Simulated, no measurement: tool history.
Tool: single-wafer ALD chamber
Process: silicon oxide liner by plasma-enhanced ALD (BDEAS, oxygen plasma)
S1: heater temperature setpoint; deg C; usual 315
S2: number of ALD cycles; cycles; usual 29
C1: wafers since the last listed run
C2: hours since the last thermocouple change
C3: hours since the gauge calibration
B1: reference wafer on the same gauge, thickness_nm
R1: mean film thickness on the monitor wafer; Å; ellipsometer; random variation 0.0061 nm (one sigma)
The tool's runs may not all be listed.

{"run": 1, "hour": 0.0, "S1": 325, "S2": 29, "C1": 0, "C2": 2023.6, "C3": 131.2, "B1": 2.0, "R1": 24.07}
{"hour": 6.7, "done": "gauge calibrated"}
{"run": 2, "hour": 16.5, "S1": 325, "S2": 29, "C1": 97, "C2": 2040.1, "C3": 9.8, "B1": 2.001, "R1": 24.14}
{"run": 3, "hour": 38.4, "S1": 325, "S2": 29, "C1": 129, "C2": 2062.0, "C3": 31.7, "B1": 2.0, "R1": 24.21}
{"run": 4, "hour": 50.5, "S1": 315, "S2": 29, "C1": 71, "C2": 2074.1, "C3": 43.8, "B1": 2.002, "R1": 24.55}
{"run": 5, "hour": 76.2, "S1": 315, "S2": 29, "C1": 152, "C2": 2099.8, "C3": 69.5, "B1": 1.999, "R1": 24.5}
{"run": 6, "hour": 95.6, "S1": 322, "S2": 29, "C1": 115, "C2": 2119.2, "C3": 88.9, "B1": 1.999, "R1": 24.23}
{"run": 7, "hour": 107.7, "S1": 322, "S2": 29, "C1": 71, "C2": 2131.3, "C3": 101.0, "B1": 1.999, "R1": 24.16}
{"hour": 140.6, "done": "thermocouple changed; heater temperature recalibrated"}
{"run": 8, "hour": 141.1, "S1": 330, "S2": 26, "C1": 150, "C2": 0.5, "C3": 134.4, "B1": 2.001, "R1": 21.47}
{"run": 9, "hour": 161.5, "S1": 307, "S2": 29, "C1": 120, "C2": 20.9, "C3": 154.8, "B1": 2.0, "R1": 24.74}
{"hour": 166.5, "done": "gauge calibrated"}
{"run": 10, "hour": 186.9, "S1": 310, "S2": 24, "C1": 150, "C2": 46.3, "C3": 20.4, "B1": 2.001, "R1": 20.36}
{"run": 11, "hour": 223.3, "S1": 304, "S2": 24, "C1": 215, "C2": 82.7, "C3": 56.8, "B1": 2.0, "R1": 20.58}
{"run": 12, "hour": 248.8, "S1": 307, "S2": 24, "C1": 151, "C2": 108.2, "C3": 82.3, "B1": 1.997, "R1": 20.42}
{"run": 13, "hour": 275.1, "S1": 315, "S2": 29, "C1": 155, "C2": 134.5, "C3": 108.6, "B1": 2.001, "R1": 24.34}
{"run": 14, "hour": 296.8, "S1": 325, "S2": 29, "C1": 128, "C2": 156.2, "C3": 130.3, "B1": 2.0, "R1": 24.16}

How the hidden state differs across the entries between the runs, from the last listed run before each to the first after it:
Between runs 1 and 2: gauge calibrated (hour 6.7)
  no hidden state differs between the two runs
Between runs 7 and 8: thermocouple changed; heater temperature recalibrated (hour 140.6)
  no hidden state differs between the two runs
Between runs 9 and 10: gauge calibrated (hour 166.5)
  no hidden state differs between the two runs
